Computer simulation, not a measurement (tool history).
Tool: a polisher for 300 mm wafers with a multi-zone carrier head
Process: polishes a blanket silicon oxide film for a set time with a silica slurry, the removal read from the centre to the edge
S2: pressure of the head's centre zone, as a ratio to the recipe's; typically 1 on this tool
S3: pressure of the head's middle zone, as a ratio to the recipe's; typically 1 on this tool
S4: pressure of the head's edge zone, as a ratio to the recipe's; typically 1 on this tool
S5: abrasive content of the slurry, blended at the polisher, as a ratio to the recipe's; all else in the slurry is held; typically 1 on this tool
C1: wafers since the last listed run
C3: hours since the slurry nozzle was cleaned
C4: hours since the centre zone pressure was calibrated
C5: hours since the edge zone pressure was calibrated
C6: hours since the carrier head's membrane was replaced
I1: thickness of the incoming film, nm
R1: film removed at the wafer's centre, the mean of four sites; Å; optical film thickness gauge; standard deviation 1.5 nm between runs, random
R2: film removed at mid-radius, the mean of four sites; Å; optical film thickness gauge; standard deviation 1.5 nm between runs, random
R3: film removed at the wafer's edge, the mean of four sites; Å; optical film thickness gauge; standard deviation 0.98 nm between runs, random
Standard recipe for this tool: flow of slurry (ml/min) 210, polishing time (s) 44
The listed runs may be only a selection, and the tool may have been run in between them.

Run 1, hour 0: usual settings; C1 0; wafers polished on this pad 7; C3 91.1; C4 56.3; C5 907.2; C6 1102.3; I1 866.7. Result: R1 1409 Å, R2 1462 Å, R3 1441 Å.
Run 2, hour 34.1: usual settings; C1 471; wafers polished on this pad 479; C3 125.2; C4 90.4; C5 941.3; C6 1136.4; I1 867.4. Result: R1 1441 Å, R2 1470 Å, R3 1435 Å.
Run 3, hour 64.1: usual settings; C1 415; wafers polished on this pad 894; C3 155.2; C4 120.4; C5 971.3; C6 1166.4; I1 864.6. Result: R1 1436 Å, R2 1448 Å, R3 1430 Å.
Run 4, hour 104.3: usual settings but S3 0.95, polishing time (s) 51; C1 556; wafers polished on this pad 1450; C3 195.4; C4 160.6; C5 1011.5; C6 1206.6; I1 866.9. Result: R1 1671 Å, R2 1649 Å, R3 1648 Å.
Run 5, hour 132.9: usual settings but polishing time (s) 55; C1 395; wafers polished on this pad 1846; C3 224; C4 189.2; C5 1040.1; C6 1235.2; I1 868.5. Result: R1 1839 Å, R2 1844 Å, R3 1789 Å.
Run 6, hour 203.1: usual settings; C1 971; wafers polished on this pad 2817; C3 294.2; C4 259.4; C5 1110.3; C6 1305.4; I1 869.7. Result: R1 1415 Å, R2 1468 Å, R3 1442 Å.
Run 7, hour 237.6: usual settings but S2 1.11, S3 0.95, S5 0.85, polishing time (s) 57; C1 477; wafers polished on this pad 3295; C3 328.7; C4 293.9; C5 1144.8; C6 1339.9; I1 869.9. Result: R1 1880 Å, R2 1685 Å, R3 1686 Å.
Run 8, hour 288: usual settings but S4 0.93, S5 0.75; C1 697; wafers polished on this pad 3992; C3 379.1; C4 344.3; C5 1195.2; C6 1390.3; I1 857.8. Result: R1 1202 Å, R2 1248 Å, R3 1175 Å.
At hour 326.1: worn pad replaced by a new one.
Run 9, hour 332: usual settings but S4 0.93, S5 0.75; C1 553; wafers polished on this pad 82; C3 423.1; C4 388.3; C5 1239.2; C6 1434.3; I1 864.6. Result: R1 1227 Å, R2 1249 Å, R3 1178 Å.
At hour 381.3: centre zone pressure recalibrated.
Run 10, hour 386.9: usual settings but S5 1.3, polishing time (s) 52; C1 732; wafers polished on this pad 814; C3 478; C4 5.6; C5 1294.1; C6 1489.2; I1 874.3. Result: R1 1903 Å, R2 1942 Å, R3 1900 Å.
Run 11, hour 444: usual settings; C1 790; wafers polished on this pad 1604; C3 535.1; C4 62.7; C5 1351.2; C6 1546.3; I1 877.3. Result: R1 1436 Å, R2 1466 Å, R3 1440 Å.
Run 12, hour 490.6: usual settings; C1 644; wafers polished on this pad 2249; C3 581.7; C4 109.3; C5 1397.8; C6 1592.9; I1 862.4. Result: R1 1475 Å, R2 1478 Å, R3 1437 Å.
At hour 520.4: edge zone pressure recalibrated.
Run 13, hour 539.3: usual settings but flow of slurry (ml/min) 160, S2 1.11, S3 0.93, S4 1.08; C1 646; wafers polished on this pad 2895; C3 630.4; C4 158; C5 18.9; C6 1641.6; I1 857.8. Result: R1 1477 Å, R2 1303 Å, R3 1435 Å.
At hour 572.6: worn pad replaced by a new one.
Run 14, hour 584.1: usual settings but S2 0.93; C1 564; wafers polished on this pad 158; C3 675.2; C4 202.8; C5 63.7; C6 1686.4; I1 885.9. Result: R1 1342 Å, R2 1438 Å, R3 1439 Å.
At hour 599.3: carrier head's membrane replaced by a new one.
Run 15, hour 640: usual settings; C1 704; wafers polished on this pad 862; C3 731.1; C4 258.7; C5 119.6; C6 40.7; I1 876.1. Result: R1 1446 Å, R2 1464 Å, R3 1427 Å.
At hour 675.5: slurry nozzle cleaned.
Run 16, hour 704.7: usual settings but flow of slurry (ml/min) 235, S3 0.91, S5 1.1; C1 881; wafers polished on this pad 1744; C3 29.2; C4 323.4; C5 184.3; C6 105.4; I1 864. Result: R1 1524 Å, R2 1460 Å, R3 1520 Å.
Run 17, hour 767.4: usual settings but polishing time (s) 32; C1 867; wafers polished on this pad 2612; C3 91.9; C4 386.1; C5 247; C6 168.1; I1 864.9. Result: R1 1047 Å, R2 1067 Å, R3 1046 Å.
At hour 784.4: centre zone pressure recalibrated.
Run 18, hour 837.7: usual settings but S2 1.08; C1 945; wafers polished on this pad 3557; C3 162.2; C4 53.3; C5 317.3; C6 238.4; I1 853.6. Result: R1 1549 Å, R2 1444 Å, R3 1414 Å.
Run 19, hour 862.9: usual settings but S2 1.08, polishing time (s) 29; C1 348; wafers polished on this pad 3906; C3 187.4; C4 78.5; C5 342.5; C6 263.6; I1 868.9. Result: R1 1008 Å, R2 962 Å, R3 934 Å.
At hour 876.7: worn pad replaced by a new one.
Run 20, hour 902.4: usual settings but flow of slurry (ml/min) 160, S4 1.08, S5 0.85, polishing time (s) 57; C1 491; wafers polished on this pad 356; C3 226.9; C4 118; C5 382; C6 303.1; I1 879.9. Result: R1 1623 Å, R2 1668 Å, R3 1712 Å.

Branching from run 20: 5 alternative next runs. What would each branch give?
Run A, hour 902.8: usual settings; C1 5; wafers polished on this pad 361; C3 227.3; C4 118.4; C5 382.4; C6 303.5; I1 887.5. Result: R1 ?, R2 ?, R3 ?.
Run B, hour 902.8: usual settings but flow of slurry (ml/min) 280, S2 1.08, S4 1.11, S5 0.9; C1 5; wafers polished on this pad 361; C3 227.3; C4 118.4; C5 382.4; C6 303.5; I1 887.5. Result: R1 ?, R2 ?, R3 ?.
Run C, hour 902.8: usual settings but S2 1.08, S3 1.04, S5 1.3; C1 5; wafers polished on this pad 361; C3 227.3; C4 118.4; C5 382.4; C6 303.5; I1 887.5. Result: R1 ?, R2 ?, R3 ?.
Run D, hour 902.8: usual settings but flow of slurry (ml/min) 275, S4 0.92, S5 1.25, polishing time (s) 36; C1 5; wafers polished on this pad 361; C3 227.3; C4 118.4; C5 382.4; C6 303.5; I1 887.5. Result: R1 ?, R2 ?, R3 ?.
Run E, hour 902.8: usual settings but S2 0.96, S5 1.25; C1 5; wafers polished on this pad 361; C3 227.3; C4 118.4; C5 382.4; C6 303.5; I1 887.5. Result: R1 ?, R2 ?, R3 ?.

run    R1    R2    R3
  A  1406  1457  1433
  B  1490  1430  1468
  C  1707  1700  1616
  D  1328  1371  1285
  E  1503  1618  1591
With no hidden state in the tool, these same runs would have given:
run    R1    R2    R3
  A  1406  1457  1433
  B  1490  1430  1468
  C  1707  1700  1616
  D  1328  1371  1285
  E  1503  1618  1591

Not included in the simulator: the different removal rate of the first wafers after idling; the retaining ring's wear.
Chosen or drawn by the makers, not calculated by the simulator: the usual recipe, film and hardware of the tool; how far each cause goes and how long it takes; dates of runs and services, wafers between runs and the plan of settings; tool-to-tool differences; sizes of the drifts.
